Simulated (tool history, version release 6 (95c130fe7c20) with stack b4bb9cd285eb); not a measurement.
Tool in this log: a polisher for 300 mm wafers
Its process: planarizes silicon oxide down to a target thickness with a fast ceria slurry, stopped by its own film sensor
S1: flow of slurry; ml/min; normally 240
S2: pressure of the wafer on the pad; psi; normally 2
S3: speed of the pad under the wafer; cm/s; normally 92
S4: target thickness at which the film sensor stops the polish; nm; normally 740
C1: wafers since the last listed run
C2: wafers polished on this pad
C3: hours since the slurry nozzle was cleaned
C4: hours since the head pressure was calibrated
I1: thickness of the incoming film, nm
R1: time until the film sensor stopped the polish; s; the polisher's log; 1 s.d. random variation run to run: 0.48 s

run 1 day=0 | S1=205 S2=2 S3=92 S4=740 | C1=0 C2=1513 C3=237.3 C4=46.3 | I1=1369.6 | R1=56.8
run 2 day=2.567 | S1=205 S2=2 S3=92 S4=740 | C1=466 C2=1979 C3=298.9 C4=107.9 | I1=1391.9 | R1=59.5
run 3 day=4.183 | S1=240 S2=1.9 S3=104 S4=740 | C1=293 C2=2273 C3=337.7 C4=146.7 | I1=1385.3 | R1=54.2
run 4 day=8.033 | S1=240 S2=2 S3=92 S4=740 | C1=699 C2=2973 C3=430.1 C4=239.1 | I1=1382.9 | R1=60.8
-- day=8.2 slurry nozzle cleaned
-- day=10.683 worn pad replaced by a new one
run 5 day=15.162 | S1=240 S2=2 S3=92 S4=740 | C1=1257 C2=814 C3=167.1 C4=410.2 | I1=1392.3 | R1=54.5
run 6 day=17.783 | S1=240 S2=2 S3=92 S4=740 | C1=476 C2=1290 C3=230 C4=473.1 | I1=1383 | R1=55.8
run 7 day=19.996 | S1=240 S2=2 S3=92 S4=740 | C1=402 C2=1692 C3=283.1 C4=526.2 | I1=1400.7 | R1=58.4
run 8 day=24.071 | S1=240 S2=2 S3=92 S4=740 | C1=740 C2=2433 C3=380.9 C4=624 | I1=1384.7 | R1=58.2
-- day=24.554 slurry nozzle cleaned
-- day=24.608 head pressure recalibrated
run 9 day=27.083 | S1=240 S2=2 S3=92 S4=740 | C1=530 C2=2963 C3=60.7 C4=59.4 | I1=1375 | R1=59.1
-- day=28.212 worn pad replaced by a new one
run 10 day=29.429 | S1=240 S2=2 S3=92 S4=740 | C1=396 C2=221 C3=117 C4=115.7 | I1=1372.3 | R1=53
run 11 day=33.175 | S1=240 S2=2 S3=100 S4=740 | C1=680 C2=901 C3=206.9 C4=205.6 | I1=1413.3 | R1=53
run 12 day=37.188 | S1=240 S2=2 S3=100 S4=740 | C1=729 C2=1631 C3=303.2 C4=301.9 | I1=1391.6 | R1=52.4
run 13 day=40.2 | S1=240 S2=2 S3=92 S4=740 | C1=547 C2=2178 C3=375.5 C4=374.2 | I1=1391.8 | R1=58.9
run 14 day=42.496 | S1=325 S2=2 S3=92 S4=740 | C1=417 C2=2595 C3=430.6 C4=429.3 | I1=1386 | R1=57.2
-- day=43.996 worn pad replaced by a new one
-- day=44.471 slurry nozzle cleaned
run 15 day=46.779 | S1=240 S2=2.3 S3=72 S4=894 | C1=740 C2=498 C3=55.4 C4=532.1 | I1=1412.4 | R1=49.2
run 16 day=51.158 | S1=240 S2=1.5 S3=92 S4=927 | C1=795 C2=1293 C3=160.5 C4=637.2 | I1=1399.8 | R1=53.3
-- day=51.571 head pressure recalibrated
run 17 day=55.25 | S1=240 S2=2 S3=92 S4=740 | C1=728 C2=2022 C3=258.7 C4=88.3 | I1=1380.1 | R1=57.5
run 18 day=59.15 | S1=290 S2=2 S3=92 S4=740 | C1=708 C2=2731 C3=352.3 C4=181.9 | I1=1397.4 | R1=59.5
-- day=62.262 worn pad replaced by a new one
-- day=63.138 slurry nozzle cleaned
run 19 day=63.388 | S1=240 S2=2.4 S3=106 S4=825 | C1=732 C2=196 C3=6 C4=283.6 | I1=1408.9 | R1=35.3
run 20 day=67.321 | S1=300 S2=2.6 S3=124 S4=740 | C1=714 C2=911 C3=100.4 C4=378 | I1=1397.5 | R1=31.7
run 21 day=70.383 | S1=240 S2=1.4 S3=108 S4=740 | C1=556 C2=1468 C3=173.9 C4=451.5 | I1=1388.1 | R1=65.1
run 22 day=72.725 | S1=240 S2=2 S3=92 S4=740 | C1=425 C2=1893 C3=230.1 C4=507.7 | I1=1365.3 | R1=55.5
run 23 day=75.921 | S1=240 S2=2 S3=92 S4=858 | C1=580 C2=2474 C3=306.8 C4=584.4 | I1=1389.2 | R1=48.1
-- day=78.188 slurry nozzle cleaned
run 24 day=78.95 | S1=280 S2=2.4 S3=92 S4=740 | C1=542 C2=3017 C3=18.3 C4=657.1 | I1=1377.3 | R1=49
-- day=80.6 worn pad replaced by a new one
run 25 day=80.775 | S1=240 S2=2 S3=92 S4=740 | C1=301 C2=31 C3=62.1 C4=700.9 | I1=1390.2 | R1=52.3
-- day=81.129 head pressure recalibrated
run 26 day=82.7 | S1=240 S2=2.7 S3=92 S4=740 | C1=334 C2=366 C3=108.3 C4=37.7 | I1=1402.1 | R1=41.6
run 27 day=86.838 | S1=210 S2=2 S3=114 S4=645 | C1=751 C2=1118 C3=207.6 C4=137 | I1=1403.1 | R1=53.7

Measured result minus the same run's result without the hidden state. Both carry the same run-to-run variation, though not necessarily the same gauge scatter:
Unlogged tool condition in this case: removal rate lost through wear of the pad, %; slurry flow missing at the pad, %; deviation of the head's pressure from its setpoint, %.
run=1 R1=+4.8
run=2 R1=+6.1
run=3 R1=+6.1
run=4 R1=+8.5
run=5 R1=+2.2
run=6 R1=+3.2
run=7 R1=+4.2
run=8 R1=+5.9
run=9 R1=+7.2
run=10 R1=+1.1
run=11 R1=+2.4
run=12 R1=+3.8
run=13 R1=+5.5
run=14 R1=+6.3
run=15 R1=+1.6
run=16 R1=+3.3
run=17 R1=+5.2
run=18 R1=+6.9
run=19 R1=+0.5
run=20 R1=+1.3
run=21 R1=+4
run=22 R1=+4.3
run=23 R1=+4.8
run=24 R1=+5.9
run=25 R1=+0.5
run=26 R1=+0.9
run=27 R1=+2.7
